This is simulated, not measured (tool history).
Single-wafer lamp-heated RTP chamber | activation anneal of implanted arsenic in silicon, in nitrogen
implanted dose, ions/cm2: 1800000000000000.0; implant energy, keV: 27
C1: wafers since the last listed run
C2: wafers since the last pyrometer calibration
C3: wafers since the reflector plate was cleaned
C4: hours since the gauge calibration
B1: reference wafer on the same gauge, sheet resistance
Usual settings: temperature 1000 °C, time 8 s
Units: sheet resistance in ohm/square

{"run": 1, "hour": 0.0, "temperature": 1013, "time": 8, "C1": 0, "C2": 3095, "C3": 3095, "C4": 376.1, "B1": 91.01, "sheet resistance": 99.59}
{"run": 2, "hour": 53.5, "temperature": 1013, "time": 8, "C1": 745, "C2": 3841, "C3": 3841, "C4": 429.6, "B1": 91.07, "sheet resistance": 99.89}
{"run": 3, "hour": 95.4, "temperature": 1013, "time": 8, "C1": 584, "C2": 4426, "C3": 4426, "C4": 471.5, "B1": 90.97, "sheet resistance": 99.23}
{"run": 4, "hour": 134.8, "temperature": 1000, "time": 8, "C1": 549, "C2": 4975, "C3": 4975, "C4": 510.9, "B1": 91.06, "sheet resistance": 102.71}
{"run": 5, "hour": 180.3, "temperature": 1000, "time": 8, "C1": 634, "C2": 5609, "C3": 5609, "C4": 556.4, "B1": 91.03, "sheet resistance": 103.06}
{"hour": 201.1, "done": "reflector plate cleaned"}
{"run": 6, "hour": 244.7, "temperature": 1000, "time": 8, "C1": 786, "C2": 6396, "C3": 607, "C4": 620.8, "B1": 90.99, "sheet resistance": 102.01}
{"run": 7, "hour": 272.5, "temperature": 1000, "time": 8, "C1": 387, "C2": 6783, "C3": 994, "C4": 648.6, "B1": 90.96, "sheet resistance": 102.7}
{"run": 8, "hour": 337.7, "temperature": 1000, "time": 8, "C1": 909, "C2": 7692, "C3": 1904, "C4": 713.8, "B1": 91.01, "sheet resistance": 102.05}
{"hour": 366.2, "done": "pyrometer window cleaned and pyrometer calibrated"}
{"run": 9, "hour": 393.4, "temperature": 1000, "time": 8, "C1": 665, "C2": 379, "C3": 2569, "C4": 769.5, "B1": 90.99, "sheet resistance": 104.07}
{"run": 10, "hour": 445.0, "temperature": 1016, "time": 11, "C1": 719, "C2": 1099, "C3": 3288, "C4": 821.1, "B1": 91.01, "sheet resistance": 96.61}
{"hour": 470.8, "done": "gauge calibrated"}
{"run": 11, "hour": 516.0, "temperature": 1000, "time": 10, "C1": 989, "C2": 2089, "C3": 4278, "C4": 45.2, "B1": 91.03, "sheet resistance": 101.56}
{"hour": 543.7, "done": "reflector plate cleaned"}
{"run": 12, "hour": 544.2, "temperature": 982, "time": 5, "C1": 281, "C2": 2370, "C3": 7, "C4": 73.4, "B1": 90.95, "sheet resistance": 112.69}
{"run": 13, "hour": 571.6, "temperature": 979, "time": 8, "C1": 382, "C2": 2752, "C3": 389, "C4": 100.8, "B1": 91.03, "sheet resistance": 109.51}
{"run": 14, "hour": 618.3, "temperature": 971, "time": 8, "C1": 651, "C2": 3403, "C3": 1040, "C4": 147.5, "B1": 91.04, "sheet resistance": 112.36}
{"run": 15, "hour": 654.2, "temperature": 1008, "time": 11, "C1": 500, "C2": 3904, "C3": 1541, "C4": 183.4, "B1": 91.02, "sheet resistance": 97.87}
{"run": 16, "hour": 704.5, "temperature": 1000, "time": 8, "C1": 701, "C2": 4605, "C3": 2242, "C4": 233.7, "B1": 91.01, "sheet resistance": 102.68}
{"run": 17, "hour": 754.1, "temperature": 1000, "time": 8, "C1": 691, "C2": 5297, "C3": 2934, "C4": 283.3, "B1": 91.0, "sheet resistance": 102.9}
{"run": 18, "hour": 807.7, "temperature": 990, "time": 9, "C1": 747, "C2": 6044, "C3": 3681, "C4": 336.9, "B1": 90.97, "sheet resistance": 104.28}

Forecast each of these 4 alternatives for the next run:
{"run": "A", "hour": 808.1, "temperature": 1000, "time": 8, "C1": 5, "C2": 6050, "C3": 3687, "C4": 337.3, "B1": "?", "sheet resistance": "?"}
{"run": "B", "hour": 808.1, "temperature": 1009, "time": 7, "C1": 5, "C2": 6050, "C3": 3687, "C4": 337.3, "B1": "?", "sheet resistance": "?"}
{"run": "C", "hour": 808.1, "temperature": 1018, "time": 10, "C1": 5, "C2": 6050, "C3": 3687, "C4": 337.3, "B1": "?", "sheet resistance": "?"}
{"run": "D", "hour": 808.1, "temperature": 1030, "time": 4, "C1": 5, "C2": 6050, "C3": 3687, "C4": 337.3, "B1": "?", "sheet resistance": "?"}

run=A B1=91.01 sheet_resistance=103.13
run=B B1=91.01 sheet_resistance=101.82
run=C B1=91.01 sheet_resistance=96.27
run=D B1=91.01 sheet_resistance=101.07
Without the tool's hidden state the same runs would have given:
run=A sheet_resistance=104.67
run=B sheet_resistance=103.32
run=C sheet_resistance=97.74
run=D sheet_resistance=102.40
